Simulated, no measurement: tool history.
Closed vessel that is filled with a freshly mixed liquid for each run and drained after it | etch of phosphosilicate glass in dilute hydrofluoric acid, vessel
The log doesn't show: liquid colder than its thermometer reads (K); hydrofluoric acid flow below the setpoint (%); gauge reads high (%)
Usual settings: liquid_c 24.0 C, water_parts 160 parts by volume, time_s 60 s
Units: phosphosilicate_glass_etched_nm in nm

| run | hour | liquid_c | water_parts | time_s | wafers since the last listed run | hours since the thermometer was replaced | hours since the hydrofluoric acid flow meter was replaced | hours since the gauge calibration | read-back film thickness of the phosphosilicate glass reference wafer, read on the same gauge (nm) | phosphosilicate_glass_etched_nm |
|---|---|---|---|---|---|---|---|---|---|---|
| 1 | 0.0 | 24.0 | 160 | 70 | 0 | 954.0 | 1415.7 | 1176.3 | 140.00 | 38.39 |
| 2 | 83.0 | 24.0 | 160 | 70 | 10848 | 1037.0 | 1498.7 | 1259.3 | 140.01 | 38.15 |
|  | 84.7 | gauge calibrated |
| 3 | 125.7 | 24.0 | 160 | 60 | 5581 | 1079.7 | 1541.4 | 41.0 | 140.02 | 32.56 |
| 4 | 162.0 | 24.0 | 160 | 60 | 4744 | 1116.0 | 1577.7 | 77.3 | 140.02 | 32.54 |
| 5 | 208.4 | 24.0 | 160 | 60 | 6064 | 1162.4 | 1624.1 | 123.7 | 140.00 | 32.27 |
| 6 | 269.7 | 24.0 | 160 | 60 | 8012 | 1223.7 | 1685.4 | 185.0 | 139.98 | 32.48 |
| 7 | 346.9 | 24.0 | 160 | 60 | 10090 | 1300.9 | 1762.6 | 262.2 | 140.01 | 32.09 |
| 8 | 413.7 | 24.0 | 160 | 60 | 8731 | 1367.7 | 1829.4 | 329.0 | 139.99 | 32.24 |
| 9 | 485.1 | 24.0 | 160 | 60 | 9332 | 1439.1 | 1900.8 | 400.4 | 140.01 | 32.32 |
| 10 | 527.9 | 24.0 | 160 | 60 | 5594 | 1481.9 | 1943.6 | 443.2 | 139.99 | 32.10 |
|  | 545.4 | hydrofluoric acid flow meter replaced |
| 11 | 590.3 | 24.0 | 160 | 60 | 8025 | 1544.3 | 44.9 | 505.6 | 140.00 | 31.94 |
| 12 | 648.2 | 24.0 | 160 | 60 | 7567 | 1602.2 | 102.8 | 563.5 | 139.99 | 32.03 |
|  | 673.6 | thermometer replaced |
| 13 | 703.3 | 24.0 | 160 | 60 | 7071 | 29.7 | 157.9 | 618.6 | 139.99 | 33.84 |
| 14 | 781.5 | 24.0 | 105 | 40 | 10221 | 107.9 | 236.1 | 696.8 | 140.01 | 36.59 |
| 15 | 840.1 | 27.5 | 160 | 60 | 7659 | 166.5 | 294.7 | 755.4 | 140.02 | 38.28 |
| 16 | 941.5 | 26.0 | 160 | 40 | 13253 | 267.9 | 396.1 | 856.8 | 140.01 | 24.02 |
| 17 | 981.2 | 24.0 | 160 | 60 | 5188 | 307.6 | 435.8 | 896.5 | 139.99 | 33.89 |
| 18 | 1034.7 | 27.5 | 160 | 60 | 6992 | 361.1 | 489.3 | 950.0 | 140.00 | 37.83 |
| 19 | 1128.6 | 24.0 | 160 | 60 | 12273 | 455.0 | 583.2 | 1043.9 | 140.01 | 33.43 |
| 20 | 1167.4 | 21.0 | 90 | 85 | 5071 | 493.8 | 622.0 | 1082.7 | 140.00 | 80.03 |
|  | 1171.0 | gauge calibrated |
| 21 | 1228.1 | 26.5 | 160 | 60 | 7933 | 554.5 | 682.7 | 57.1 | 140.01 | 36.41 |
| 22 | 1289.9 | 24.0 | 160 | 60 | 8077 | 616.3 | 744.5 | 118.9 | 139.99 | 32.88 |
| 23 | 1374.3 | 20.5 | 160 | 60 | 11031 | 700.7 | 828.9 | 203.3 | 140.02 | 28.87 |
| 24 | 1423.5 | 22.5 | 160 | 45 | 6430 | 749.9 | 878.1 | 252.5 | 140.01 | 23.25 |
| 25 | 1500.5 | 25.5 | 130 | 80 | 10064 | 826.9 | 955.1 | 329.5 | 140.03 | 59.20 |
| 26 | 1692.6 | 26.5 | 160 | 90 | 25108 | 1019.0 | 1147.2 | 521.6 | 140.01 | 53.73 |

3 ways to go on from here, each from the tool as it stands after run 26. What would each give?
| A | 1693.3 | 24.0 | 160 | 95 | 91 | 1019.7 | 1147.9 | 522.3 | ? | ? |
| B | 1693.3 | 20.5 | 115 | 50 | 91 | 1019.7 | 1147.9 | 522.3 | ? | ? |
| C | 1693.3 | 22.0 | 160 | 60 | 91 | 1019.7 | 1147.9 | 522.3 | ? | ? |

| run | read-back film thickness of the phosphosilicate glass reference wafer, read on the same gauge (nm) | phosphosilicate_glass_etched_nm |
|---|---|---|
| A | 140.00 | 51.37 |
| B | 140.00 | 34.40 |
| C | 140.00 | 30.03 |
Without the tool's hidden state the same runs would have given:
| run | phosphosilicate_glass_etched_nm |
|---|---|
| A | 53.19 |
| B | 35.70 |
| C | 31.11 |
